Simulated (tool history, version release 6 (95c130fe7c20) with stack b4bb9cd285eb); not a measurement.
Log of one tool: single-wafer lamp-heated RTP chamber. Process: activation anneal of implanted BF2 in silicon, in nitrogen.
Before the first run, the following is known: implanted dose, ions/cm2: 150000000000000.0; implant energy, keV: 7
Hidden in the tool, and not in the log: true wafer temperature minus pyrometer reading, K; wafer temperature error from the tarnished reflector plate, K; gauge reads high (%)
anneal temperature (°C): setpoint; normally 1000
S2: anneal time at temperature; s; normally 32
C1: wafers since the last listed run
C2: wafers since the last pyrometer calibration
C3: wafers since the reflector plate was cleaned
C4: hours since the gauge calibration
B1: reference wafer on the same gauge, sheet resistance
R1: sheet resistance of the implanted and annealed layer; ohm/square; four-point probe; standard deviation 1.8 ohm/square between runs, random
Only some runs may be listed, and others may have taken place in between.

run 1 hour=0.0 | anneal_temperature_(°C)=1000 S2=32 | C1=0 C2=1397 C3=831 C4=366.9 | B1=861.16 | R1=807.83
-- hour=6.9 pyrometer window cleaned and pyrometer calibrated
run 2 hour=27.8 | anneal_temperature_(°C)=1000 S2=44 | C1=237 C2=237 C3=1068 C4=394.7 | B1=860.01 | R1=802.91
run 3 hour=71.1 | anneal_temperature_(°C)=1000 S2=44 | C1=492 C2=730 C3=1561 C4=438.0 | B1=859.51 | R1=802.24
run 4 hour=106.3 | anneal_temperature_(°C)=1000 S2=32 | C1=400 C2=1130 C3=1962 C4=473.2 | B1=859.67 | R1=812.01
-- hour=139.4 pyrometer window cleaned and pyrometer calibrated
run 5 hour=140.0 | anneal_temperature_(°C)=1000 S2=32 | C1=292 C2=7 C3=2254 C4=506.9 | B1=861.23 | R1=810.17
run 6 hour=184.5 | anneal_temperature_(°C)=1000 S2=32 | C1=506 C2=513 C3=2761 C4=551.4 | B1=860.23 | R1=808.93
run 7 hour=251.6 | anneal_temperature_(°C)=1011 S2=32 | C1=763 C2=1277 C3=3524 C4=618.5 | B1=859.49 | R1=801.43
run 8 hour=277.8 | anneal_temperature_(°C)=1010 S2=40 | C1=298 C2=1575 C3=3822 C4=644.7 | B1=859.64 | R1=791.49
-- hour=290.0 pyrometer window cleaned and pyrometer calibrated
-- hour=295.9 gauge calibrated
run 9 hour=323.8 | anneal_temperature_(°C)=1027 S2=25 | C1=432 C2=385 C3=4255 C4=27.9 | B1=859.43 | R1=796.76
run 10 hour=382.9 | anneal_temperature_(°C)=1000 S2=44 | C1=672 C2=1057 C3=4928 C4=87.0 | B1=859.89 | R1=795.65
run 11 hour=432.4 | anneal_temperature_(°C)=981 S2=17 | C1=563 C2=1621 C3=5491 C4=136.5 | B1=860.07 | R1=835.08
-- hour=460.4 pyrometer window cleaned and pyrometer calibrated
run 12 hour=497.5 | anneal_temperature_(°C)=1000 S2=25 | C1=649 C2=421 C3=6141 C4=201.6 | B1=860.29 | R1=815.77
-- hour=526.2 reflector plate cleaned
run 13 hour=569.4 | anneal_temperature_(°C)=990 S2=14 | C1=727 C2=1149 C3=491 C4=273.5 | B1=859.93 | R1=840.27
-- hour=620.3 pyrometer window cleaned and pyrometer calibrated
run 14 hour=620.8 | anneal_temperature_(°C)=983 S2=39 | C1=493 C2=6 C3=985 C4=324.9 | B1=859.83 | R1=815.32
run 15 hour=665.0 | anneal_temperature_(°C)=1009 S2=47 | C1=503 C2=509 C3=1488 C4=369.1 | B1=859.32 | R1=787.87
run 16 hour=707.8 | anneal_temperature_(°C)=974 S2=51 | C1=487 C2=996 C3=1975 C4=411.9 | B1=859.75 | R1=812.69
run 17 hour=756.6 | anneal_temperature_(°C)=986 S2=26 | C1=555 C2=1551 C3=2531 C4=460.7 | B1=861.19 | R1=824.72

Take each entry between the runs: how does the hidden state at the last listed run before it differ from the hidden state at the first listed run after it?
After run 1, before run 2: pyrometer window cleaned and pyrometer calibrated (hour 6.9)
  wafer temperature error from the tarnished reflector plate, K: 2.89 -> 3.62
  measured value less the no-hidden-state value, R1: -2.05 -> -2.95 ohm/square
After run 4, before run 5: pyrometer window cleaned and pyrometer calibrated (hour 139.4)
  wafer temperature error from the tarnished reflector plate, K: 5.23 -> 5.76
  measured value less the no-hidden-state value, R1: -3.80 -> -4.18 ohm/square
After run 8, before run 9: pyrometer window cleaned and pyrometer calibrated (hour 290.0); gauge calibrated (hour 295.9)
  wafer temperature error from the tarnished reflector plate, K: 7.22 -> 7.54
  measured value less the no-hidden-state value, R1: -6.16 -> -5.77 ohm/square
After run 11, before run 12: pyrometer window cleaned and pyrometer calibrated (hour 460.4)
  wafer temperature error from the tarnished reflector plate, K: 8.05 -> 8.26
  measured value less the no-hidden-state value, R1: -3.00 -> -5.49 ohm/square
After run 12, before run 13: reflector plate cleaned (hour 526.2)
  wafer temperature error from the tarnished reflector plate, K: 8.26 -> 2.65
  measured value less the no-hidden-state value, R1: -5.49 -> -0.98 ohm/square
After run 13, before run 14: pyrometer window cleaned and pyrometer calibrated (hour 620.3)
  wafer temperature error from the tarnished reflector plate, K: 2.65 -> 4.13
  measured value less the no-hidden-state value, R1: -0.98 -> -2.45 ohm/square
